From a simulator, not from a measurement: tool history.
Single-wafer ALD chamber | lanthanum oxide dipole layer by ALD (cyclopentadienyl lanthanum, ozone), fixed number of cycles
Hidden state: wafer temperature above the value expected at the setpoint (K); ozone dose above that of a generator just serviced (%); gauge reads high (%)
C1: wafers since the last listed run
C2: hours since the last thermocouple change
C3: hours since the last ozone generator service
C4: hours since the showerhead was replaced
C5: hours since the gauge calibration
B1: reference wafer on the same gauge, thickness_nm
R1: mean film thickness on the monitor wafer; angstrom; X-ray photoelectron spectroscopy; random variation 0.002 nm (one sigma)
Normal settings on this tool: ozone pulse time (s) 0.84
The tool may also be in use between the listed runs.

{"run": 1, "hour": 0.0, "ozone pulse time (s)": 0.84, "C1": 0, "C2": 323.1, "C3": 484.3, "C4": 7212, "C5": 676.6, "B1": 0.463, "R1": 5.11}
{"run": 2, "hour": 255.6, "ozone pulse time (s)": 0.84, "C1": 6838, "C2": 578.7, "C3": 739.9, "C4": 7467.6, "C5": 932.2, "B1": 0.463, "R1": 5.08}
{"run": 3, "hour": 349.0, "ozone pulse time (s)": 0.84, "C1": 2498, "C2": 672.1, "C3": 833.3, "C4": 7561, "C5": 1025.6, "B1": 0.463, "R1": 5.09}
{"run": 4, "hour": 395.0, "ozone pulse time (s)": 0.84, "C1": 1230, "C2": 718.1, "C3": 879.3, "C4": 7607, "C5": 1071.6, "B1": 0.463, "R1": 5.05}
{"run": 5, "hour": 461.0, "ozone pulse time (s)": 0.84, "C1": 1765, "C2": 784.1, "C3": 945.3, "C4": 7673, "C5": 1137.6, "B1": 0.463, "R1": 5.04}
{"run": 6, "hour": 555.3, "ozone pulse time (s)": 0.84, "C1": 2522, "C2": 878.4, "C3": 1039.6, "C4": 7767.3, "C5": 1231.9, "B1": 0.463, "R1": 5.03}
{"run": 7, "hour": 633.2, "ozone pulse time (s)": 0.84, "C1": 2084, "C2": 956.3, "C3": 1117.5, "C4": 7845.2, "C5": 1309.8, "B1": 0.463, "R1": 5.04}
{"run": 8, "hour": 724.4, "ozone pulse time (s)": 0.84, "C1": 2440, "C2": 1047.5, "C3": 1208.7, "C4": 7936.4, "C5": 1401, "B1": 0.463, "R1": 5.05}
{"run": 9, "hour": 800.9, "ozone pulse time (s)": 1, "C1": 2046, "C2": 1124, "C3": 1285.2, "C4": 8012.9, "C5": 1477.5, "B1": 0.463, "R1": 5.39}
{"run": 10, "hour": 883.6, "ozone pulse time (s)": 0.94, "C1": 2212, "C2": 1206.7, "C3": 1367.9, "C4": 8095.6, "C5": 1560.2, "B1": 0.463, "R1": 5.26}
{"hour": 947.4, "done": "showerhead replaced"}
{"run": 11, "hour": 947.9, "ozone pulse time (s)": 0.94, "C1": 1506, "C2": 1271, "C3": 1432.2, "C4": 0.5, "C5": 1624.5, "B1": 0.463, "R1": 5.24}
{"hour": 961.7, "done": "ozone generator serviced"}
{"run": 12, "hour": 1034.0, "ozone pulse time (s)": 0.94, "C1": 2089, "C2": 1357.1, "C3": 72.3, "C4": 86.6, "C5": 1710.6, "B1": 0.463, "R1": 5.38}
{"run": 13, "hour": 1141.2, "ozone pulse time (s)": 0.84, "C1": 2868, "C2": 1464.3, "C3": 179.5, "C4": 193.8, "C5": 1817.8, "B1": 0.463, "R1": 5.13}
{"run": 14, "hour": 1231.7, "ozone pulse time (s)": 0.84, "C1": 2421, "C2": 1554.8, "C3": 270, "C4": 284.3, "C5": 1908.3, "B1": 0.463, "R1": 5.15}
{"run": 15, "hour": 1300.1, "ozone pulse time (s)": 0.84, "C1": 1830, "C2": 1623.2, "C3": 338.4, "C4": 352.7, "C5": 1976.7, "B1": 0.463, "R1": 5.12}
{"run": 16, "hour": 1373.9, "ozone pulse time (s)": 0.56, "C1": 1974, "C2": 1697, "C3": 412.2, "C4": 426.5, "C5": 2050.5, "B1": 0.463, "R1": 4.15}
{"run": 17, "hour": 1424.0, "ozone pulse time (s)": 1.04, "C1": 1340, "C2": 1747.1, "C3": 462.3, "C4": 476.6, "C5": 2100.6, "B1": 0.463, "R1": 5.56}
{"hour": 1488.6, "done": "gauge calibrated"}
{"run": 18, "hour": 1520.7, "ozone pulse time (s)": 0.84, "C1": 2587, "C2": 1843.8, "C3": 559, "C4": 573.3, "C5": 32.1, "B1": 0.463, "R1": 5.07}
{"run": 19, "hour": 1560.7, "ozone pulse time (s)": 0.57, "C1": 1070, "C2": 1883.8, "C3": 599, "C4": 613.3, "C5": 72.1, "B1": 0.463, "R1": 4.17}
{"run": 20, "hour": 1601.2, "ozone pulse time (s)": 0.74, "C1": 1083, "C2": 1924.3, "C3": 639.5, "C4": 653.8, "C5": 112.6, "B1": 0.463, "R1": 4.81}
{"run": 21, "hour": 1811.7, "ozone pulse time (s)": 1.05, "C1": 5631, "C2": 2134.8, "C3": 850, "C4": 864.3, "C5": 323.1, "B1": 0.463, "R1": 5.51}
{"hour": 1857.3, "done": "thermocouple changed; heater temperature recalibrated"}
{"run": 22, "hour": 1896.9, "ozone pulse time (s)": 0.99, "C1": 2065, "C2": 39.6, "C3": 935.2, "C4": 949.5, "C5": 408.3, "B1": 0.463, "R1": 5.38}
{"run": 23, "hour": 1970.8, "ozone pulse time (s)": 0.84, "C1": 1977, "C2": 113.5, "C3": 1009.1, "C4": 1023.4, "C5": 482.2, "B1": 0.463, "R1": 5.06}
{"hour": 2045.9, "done": "ozone generator serviced"}
{"run": 24, "hour": 2052.1, "ozone pulse time (s)": 0.98, "C1": 1961, "C2": 194.8, "C3": 6.2, "C4": 1104.7, "C5": 563.5, "B1": 0.463, "R1": 5.45}
{"run": 25, "hour": 2134.3, "ozone pulse time (s)": 0.53, "C1": 2199, "C2": 277, "C3": 88.4, "C4": 1186.9, "C5": 645.7, "B1": 0.463, "R1": 4.09}
{"run": 26, "hour": 2180.2, "ozone pulse time (s)": 0.84, "C1": 1228, "C2": 322.9, "C3": 134.3, "C4": 1232.8, "C5": 691.6, "B1": 0.463, "R1": 5.1}
{"run": 27, "hour": 2248.8, "ozone pulse time (s)": 0.7, "C1": 1835, "C2": 391.5, "C3": 202.9, "C4": 1301.4, "C5": 760.2, "B1": 0.463, "R1": 4.73}
{"run": 28, "hour": 2330.4, "ozone pulse time (s)": 0.69, "C1": 2183, "C2": 473.1, "C3": 284.5, "C4": 1383, "C5": 841.8, "B1": 0.463, "R1": 4.7}
{"run": 29, "hour": 2380.1, "ozone pulse time (s)": 0.55, "C1": 1329, "C2": 522.8, "C3": 334.2, "C4": 1432.7, "C5": 891.5, "B1": 0.463, "R1": 4.14}
{"run": 30, "hour": 2459.7, "ozone pulse time (s)": 1.09, "C1": 2129, "C2": 602.4, "C3": 413.8, "C4": 1512.3, "C5": 971.1, "B1": 0.463, "R1": 5.58}
{"run": 31, "hour": 2512.4, "ozone pulse time (s)": 0.84, "C1": 1409, "C2": 655.1, "C3": 466.5, "C4": 1565, "C5": 1023.8, "B1": 0.463, "R1": 5.1}
{"run": 32, "hour": 2584.3, "ozone pulse time (s)": 0.84, "C1": 1923, "C2": 727, "C3": 538.4, "C4": 1636.9, "C5": 1095.7, "B1": 0.463, "R1": 5.12}
{"run": 33, "hour": 2662.2, "ozone pulse time (s)": 1.13, "C1": 2084, "C2": 804.9, "C3": 616.3, "C4": 1714.8, "C5": 1173.6, "B1": 0.463, "R1": 5.63}

The tool's hidden state at each run:
wafer temperature above the value expected at the setpoint (K): 0 at every run
gauge reads high (%): 0 at every run
H1: ozone dose above that of a generator just serviced (%)
run=1 H1=-3
run=2 H1=-4.21
run=3 H1=-4.66
run=4 H1=-4.88
run=5 H1=-5.19
run=6 H1=-5.64
run=7 H1=-6.01
run=8 H1=-6.45
run=9 H1=-6.81
run=10 H1=-7.21
run=11 H1=-7.51
run=12 H1=-1.24
run=13 H1=-1.75
run=14 H1=-2.18
run=15 H1=-2.5
run=16 H1=-2.86
run=17 H1=-3.1
run=18 H1=-3.56
run=19 H1=-3.75
run=20 H1=-3.94
run=21 H1=-4.94
run=22 H1=-5.35
run=23 H1=-5.7
run=24 H1=-0.557
run=25 H1=-0.949
run=26 H1=-1.17
run=27 H1=-1.49
run=28 H1=-1.88
run=29 H1=-2.12
run=30 H1=-2.5
run=31 H1=-2.75
run=32 H1=-3.09
run=33 H1=-3.46

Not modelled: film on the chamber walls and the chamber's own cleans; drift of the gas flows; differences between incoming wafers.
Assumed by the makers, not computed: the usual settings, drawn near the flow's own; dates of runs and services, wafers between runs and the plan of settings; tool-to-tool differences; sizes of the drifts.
